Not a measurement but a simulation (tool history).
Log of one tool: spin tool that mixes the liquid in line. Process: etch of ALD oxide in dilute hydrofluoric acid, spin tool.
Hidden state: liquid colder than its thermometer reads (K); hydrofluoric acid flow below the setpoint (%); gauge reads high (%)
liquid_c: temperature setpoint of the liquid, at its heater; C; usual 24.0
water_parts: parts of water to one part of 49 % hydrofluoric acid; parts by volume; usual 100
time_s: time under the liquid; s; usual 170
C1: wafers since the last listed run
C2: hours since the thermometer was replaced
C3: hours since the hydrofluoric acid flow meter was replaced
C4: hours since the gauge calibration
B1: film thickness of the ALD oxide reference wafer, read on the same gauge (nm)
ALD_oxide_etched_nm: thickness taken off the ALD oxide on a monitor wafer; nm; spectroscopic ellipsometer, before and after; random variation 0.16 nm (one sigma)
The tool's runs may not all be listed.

{"run": 1, "hour": 0.0, "liquid_c": 24.0, "water_parts": 100, "time_s": 170, "C1": 0, "C2": 519.4, "C3": 82.4, "C4": 39.9, "B1": 29.99, "ALD_oxide_etched_nm": 19.8}
{"run": 2, "hour": 102.1, "liquid_c": 24.0, "water_parts": 100, "time_s": 170, "C1": 543, "C2": 621.5, "C3": 184.5, "C4": 142.0, "B1": 30.01, "ALD_oxide_etched_nm": 19.67}
{"hour": 141.0, "done": "thermometer replaced"}
{"run": 3, "hour": 157.8, "liquid_c": 24.0, "water_parts": 100, "time_s": 170, "C1": 291, "C2": 16.8, "C3": 240.2, "C4": 197.7, "B1": 30.0, "ALD_oxide_etched_nm": 19.78}
{"run": 4, "hour": 237.1, "liquid_c": 24.0, "water_parts": 100, "time_s": 170, "C1": 421, "C2": 96.1, "C3": 319.5, "C4": 277.0, "B1": 29.97, "ALD_oxide_etched_nm": 19.6}
{"run": 5, "hour": 340.3, "liquid_c": 24.0, "water_parts": 100, "time_s": 170, "C1": 549, "C2": 199.3, "C3": 422.7, "C4": 380.2, "B1": 30.01, "ALD_oxide_etched_nm": 19.71}
{"hour": 341.8, "done": "hydrofluoric acid flow meter replaced"}
{"run": 6, "hour": 444.9, "liquid_c": 24.0, "water_parts": 85, "time_s": 170, "C1": 551, "C2": 303.9, "C3": 103.1, "C4": 484.8, "B1": 30.02, "ALD_oxide_etched_nm": 23.12}
{"run": 7, "hour": 481.7, "liquid_c": 24.0, "water_parts": 85, "time_s": 170, "C1": 195, "C2": 340.7, "C3": 139.9, "C4": 521.6, "B1": 30.0, "ALD_oxide_etched_nm": 23.12}
{"run": 8, "hour": 535.9, "liquid_c": 24.0, "water_parts": 100, "time_s": 115, "C1": 288, "C2": 394.9, "C3": 194.1, "C4": 575.8, "B1": 30.0, "ALD_oxide_etched_nm": 13.35}
{"run": 9, "hour": 599.0, "liquid_c": 24.0, "water_parts": 100, "time_s": 115, "C1": 335, "C2": 458.0, "C3": 257.2, "C4": 638.9, "B1": 29.99, "ALD_oxide_etched_nm": 13.22}
{"run": 10, "hour": 648.0, "liquid_c": 24.0, "water_parts": 100, "time_s": 115, "C1": 260, "C2": 507.0, "C3": 306.2, "C4": 687.9, "B1": 30.0, "ALD_oxide_etched_nm": 13.29}
{"run": 11, "hour": 745.7, "liquid_c": 24.0, "water_parts": 100, "time_s": 170, "C1": 519, "C2": 604.7, "C3": 403.9, "C4": 785.6, "B1": 29.99, "ALD_oxide_etched_nm": 19.75}
{"hour": 770.8, "done": "hydrofluoric acid flow meter replaced"}
{"hour": 826.2, "done": "thermometer replaced"}
{"run": 12, "hour": 831.0, "liquid_c": 24.0, "water_parts": 100, "time_s": 170, "C1": 443, "C2": 4.8, "C3": 60.2, "C4": 870.9, "B1": 30.02, "ALD_oxide_etched_nm": 19.64}
{"run": 13, "hour": 919.7, "liquid_c": 21.0, "water_parts": 65, "time_s": 85, "C1": 471, "C2": 93.5, "C3": 148.9, "C4": 959.6, "B1": 30.0, "ALD_oxide_etched_nm": 13.86}
{"run": 14, "hour": 1012.5, "liquid_c": 24.0, "water_parts": 100, "time_s": 170, "C1": 493, "C2": 186.3, "C3": 241.7, "C4": 1052.4, "B1": 29.98, "ALD_oxide_etched_nm": 19.52}
{"run": 15, "hour": 1052.0, "liquid_c": 24.0, "water_parts": 140, "time_s": 170, "C1": 210, "C2": 225.8, "C3": 281.2, "C4": 1091.9, "B1": 29.97, "ALD_oxide_etched_nm": 13.18}
{"run": 16, "hour": 1136.5, "liquid_c": 24.0, "water_parts": 100, "time_s": 240, "C1": 449, "C2": 310.3, "C3": 365.7, "C4": 1176.4, "B1": 30.0, "ALD_oxide_etched_nm": 27.82}
{"hour": 1212.8, "done": "hydrofluoric acid flow meter replaced"}
{"run": 17, "hour": 1220.2, "liquid_c": 24.0, "water_parts": 100, "time_s": 170, "C1": 440, "C2": 394.0, "C3": 7.4, "C4": 1260.1, "B1": 30.01, "ALD_oxide_etched_nm": 19.6}
{"run": 18, "hour": 1293.3, "liquid_c": 24.0, "water_parts": 60, "time_s": 170, "C1": 388, "C2": 467.1, "C3": 80.5, "C4": 1333.2, "B1": 29.98, "ALD_oxide_etched_nm": 34.32}
{"hour": 1305.3, "done": "gauge calibrated"}
{"run": 19, "hour": 1380.6, "liquid_c": 26.5, "water_parts": 80, "time_s": 200, "C1": 464, "C2": 554.4, "C3": 167.8, "C4": 75.3, "B1": 30.0, "ALD_oxide_etched_nm": 32.9}
{"run": 20, "hour": 1426.9, "liquid_c": 28.0, "water_parts": 100, "time_s": 170, "C1": 246, "C2": 600.7, "C3": 214.1, "C4": 121.6, "B1": 30.02, "ALD_oxide_etched_nm": 23.16}
{"run": 21, "hour": 1484.1, "liquid_c": 24.0, "water_parts": 100, "time_s": 170, "C1": 304, "C2": 657.9, "C3": 271.3, "C4": 178.8, "B1": 30.01, "ALD_oxide_etched_nm": 19.78}

Run 22 comes next. What will it give?
{"hour": 1506.9, "done": "thermometer replaced"}
{"run": 22, "hour": 1582.5, "liquid_c": 21.5, "water_parts": 75, "time_s": 265, "C1": 518, "C2": 75.6, "C3": 369.7, "C4": 277.2, "B1": "?", "ALD_oxide_etched_nm": "?"}

B1: 30.04
ALD_oxide_etched_nm: 38.54 nm
Without the tool's hidden state the same run would have given ALD_oxide_etched_nm 38.54 nm.
